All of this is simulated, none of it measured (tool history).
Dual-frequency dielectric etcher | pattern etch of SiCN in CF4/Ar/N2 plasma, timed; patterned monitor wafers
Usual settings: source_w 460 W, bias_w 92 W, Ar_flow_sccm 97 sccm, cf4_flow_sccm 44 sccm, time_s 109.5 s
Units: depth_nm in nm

run,hour,source_w,bias_w,Ar_flow_sccm,cf4_flow_sccm,time_s,"read-back reference wafer on the same gauge, depth_nm",depth_nm
1,0.0,460,92,97,42,109.5,108.9,98.5
2,20.6,460,92,97,42,109.5,108.6,97.6
3,54.2,460,92,97,42,109.5,109.0,98.1
4,90.1,460,92,97,50,109.5,108.9,100.0
5,115.5,460,92,97,50,109.5,108.6,100.9
6,150.0,460,92,97,50,109.5,108.9,99.5
# hour 161.5: bias power generator calibrated
7,179.9,460,92,97,44,96.5,108.8,87.1
# hour 186.2: source power generator calibrated
8,194.7,460,92,97,44,96.5,108.6,86.9
# hour 208.4: CF4 flow controller replaced
# hour 231.4: upper electrode replaced, of another model than before
9,231.9,460,92,97,44,109.5,108.6,98.4
10,234.5,460,92,97,44,109.5,108.8,99.0
# hour 246.4: Ar flow controller replaced
11,252.5,350,92,97,44,121.5,108.7,96.0
12,283.4,530,72,97,55,109.5,108.5,103.9
# hour 301.4: gauge calibrated
13,323.5,460,79,85,48,109.5,108.8,99.8
14,353.8,460,92,97,44,109.5,108.7,99.4
# hour 385.8: wet clean of the chamber
15,386.3,460,110,103,55,126.0,108.8,119.8
16,394.9,460,92,97,51,86.0,108.7,77.4
17,416.7,460,92,97,44,109.5,108.6,97.0
18,442.0,460,92,97,44,90.0,108.7,80.0
19,476.6,460,83,103,44,132.5,108.9,112.8
20,497.7,460,92,83,44,109.5,109.0,101.3
21,529.5,460,92,97,44,109.5,108.6,97.6

What the log doesn't show, run by run:
source power that arrives over what is set, %: 0 in every run
bias power that arrives over what is set, %: 0 in every run
Ar flow that arrives over what is set, %: 0 in every run
CF4 flow that arrives over what is set, %: 0 in every run
gauge reads high (%): 0 in every run
H1: etch rate over this chamber's usual, %
run,H1
1,1.18
2,1.28
3,1.44
4,1.62
5,1.74
6,1.91
7,2.05
8,2.12
9,2.3
10,2.32
11,2.4
12,2.55
13,2.75
14,2.89
15,0.137
16,0.179
17,0.284
18,0.407
19,0.574
20,0.677
21,0.831

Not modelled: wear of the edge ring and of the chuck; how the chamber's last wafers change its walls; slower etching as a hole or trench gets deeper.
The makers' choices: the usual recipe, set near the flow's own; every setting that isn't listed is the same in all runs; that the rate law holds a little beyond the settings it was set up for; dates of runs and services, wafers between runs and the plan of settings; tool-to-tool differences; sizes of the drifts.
